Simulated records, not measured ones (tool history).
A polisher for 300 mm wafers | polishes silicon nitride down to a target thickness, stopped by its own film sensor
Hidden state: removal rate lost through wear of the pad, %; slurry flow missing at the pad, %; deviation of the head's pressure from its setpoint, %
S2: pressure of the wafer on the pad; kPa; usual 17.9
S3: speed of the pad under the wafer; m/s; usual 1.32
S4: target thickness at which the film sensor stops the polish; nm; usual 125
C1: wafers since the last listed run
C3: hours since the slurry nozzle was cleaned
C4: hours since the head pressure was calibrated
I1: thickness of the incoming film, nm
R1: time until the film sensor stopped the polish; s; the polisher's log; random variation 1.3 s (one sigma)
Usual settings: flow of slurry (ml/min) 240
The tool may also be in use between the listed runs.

Run 1, hour 0.0: usual settings but S2 13.8 kPa, S3 1.04 m/s; C1 0; wafers polished on this pad 290; C3 620.5; C4 247.4; I1 250.9. Result: R1 100.4 s.
Run 2, hour 56.2: usual settings but S2 15.2 kPa; C1 342; wafers polished on this pad 632; C3 676.7; C4 303.6; I1 249.3. Result: R1 75.5 s.
At hour 92.7: slurry nozzle cleaned.
Run 3, hour 109.3: usual settings but S2 15.2 kPa; C1 317; wafers polished on this pad 949; C3 16.6; C4 356.7; I1 248.1. Result: R1 69.0 s.
Run 4, hour 204.8: usual settings; C1 581; wafers polished on this pad 1531; C3 112.1; C4 452.2; I1 246.0. Result: R1 56.3 s.
At hour 245.6: worn pad replaced by a new one.
Run 5, hour 271.5: usual settings; C1 382; wafers polished on this pad 158; C3 178.8; C4 518.9; I1 251.4. Result: R1 62.0 s.
Run 6, hour 365.3: usual settings; C1 571; wafers polished on this pad 729; C3 272.6; C4 612.7; I1 247.9. Result: R1 59.4 s.
Run 7, hour 405.6: usual settings but flow of slurry (ml/min) 295; C1 245; wafers polished on this pad 975; C3 312.9; C4 653.0; I1 248.4. Result: R1 56.1 s.
Run 8, hour 492.5: usual settings but flow of slurry (ml/min) 295; C1 529; wafers polished on this pad 1504; C3 399.8; C4 739.9; I1 249.3. Result: R1 59.0 s.
At hour 560.5: worn pad replaced by a new one.
Run 9, hour 597.4: usual settings; C1 614; wafers polished on this pad 225; C3 504.7; C4 844.8; I1 251.9. Result: R1 61.3 s.
Run 10, hour 805.3: usual settings; C1 1266; wafers polished on this pad 1491; C3 712.6; C4 1052.7; I1 247.8. Result: R1 61.0 s.
At hour 866.3: worn pad replaced by a new one.
Run 11, hour 867.0: usual settings; C1 351; wafers polished on this pad 4; C3 774.3; C4 1114.4; I1 251.0. Result: R1 63.8 s.
At hour 875.1: head pressure recalibrated.
At hour 903.2: slurry nozzle cleaned.
Run 12, hour 906.0: usual settings but flow of slurry (ml/min) 325, S2 20.7 kPa, S3 0.94 m/s, S4 138 nm; C1 219; wafers polished on this pad 223; C3 2.8; C4 30.9; I1 252.0. Result: R1 58.8 s.
Run 13, hour 1005.3: usual settings; C1 605; wafers polished on this pad 828; C3 102.1; C4 130.2; I1 246.7. Result: R1 58.6 s.
Run 14, hour 1086.4: usual settings but flow of slurry (ml/min) 290; C1 494; wafers polished on this pad 1322; C3 183.2; C4 211.3; I1 250.7. Result: R1 59.6 s.
Run 15, hour 1149.1: usual settings but flow of slurry (ml/min) 160, S2 20.7 kPa, S3 1.16 m/s; C1 382; wafers polished on this pad 1704; C3 245.9; C4 274.0; I1 246.9. Result: R1 60.2 s.
At hour 1218.6: worn pad replaced by a new one.
Run 16, hour 1293.9: usual settings but S2 15.2 kPa; C1 857; wafers polished on this pad 458; C3 390.7; C4 418.8; I1 252.6. Result: R1 70.6 s.
Run 17, hour 1354.8: usual settings but flow of slurry (ml/min) 190, S2 23.4 kPa, S4 161 nm; C1 371; wafers polished on this pad 829; C3 451.6; C4 479.7; I1 248.1. Result: R1 32.7 s.
Run 18, hour 1392.7: usual settings but S2 12.4 kPa, S3 1.04 m/s, S4 98 nm; C1 230; wafers polished on this pad 1060; C3 489.5; C4 517.6; I1 244.6. Result: R1 124.4 s.
Run 19, hour 1490.0: usual settings but flow of slurry (ml/min) 190, S2 14.5 kPa, S3 1.62 m/s; C1 592; wafers polished on this pad 1653; C3 586.8; C4 614.9; I1 252.4. Result: R1 68.5 s.
At hour 1540.4: worn pad replaced by a new one.
Run 20, hour 1542.9: usual settings but flow of slurry (ml/min) 285, S2 22.8 kPa, S4 162 nm; C1 297; wafers polished on this pad 14; C3 639.7; C4 667.8; I1 249.1. Result: R1 33.3 s.

5 ways to go on from here, each from the tool as it stands after run 20. What would each give?
Run A, hour 1543.4: usual settings; C1 3; wafers polished on this pad 18; C3 640.2; C4 668.3; I1 247.8. Result: R1 ?.
Run B, hour 1543.4: usual settings but flow of slurry (ml/min) 170, S4 84 nm; C1 3; wafers polished on this pad 18; C3 640.2; C4 668.3; I1 247.8. Result: R1 ?.
Run C, hour 1543.4: usual settings but S3 0.90 m/s, S4 139 nm; C1 3; wafers polished on this pad 18; C3 640.2; C4 668.3; I1 247.8. Result: R1 ?.
Run D, hour 1543.4: usual settings but S3 0.88 m/s; C1 3; wafers polished on this pad 18; C3 640.2; C4 668.3; I1 247.8. Result: R1 ?.
Run E, hour 1543.4: usual settings but flow of slurry (ml/min) 210, S4 158 nm; C1 3; wafers polished on this pad 18; C3 640.2; C4 668.3; I1 247.8. Result: R1 ?.

run    R1
  A  60.6
  B  87.7
  C  70.5
  D  80.9
  E  45.6
Without the tool's hidden state the same runs would have given:
run    R1
  A  62.8
  B  88.2
  C  73.1
  D  83.8
  E  46.7

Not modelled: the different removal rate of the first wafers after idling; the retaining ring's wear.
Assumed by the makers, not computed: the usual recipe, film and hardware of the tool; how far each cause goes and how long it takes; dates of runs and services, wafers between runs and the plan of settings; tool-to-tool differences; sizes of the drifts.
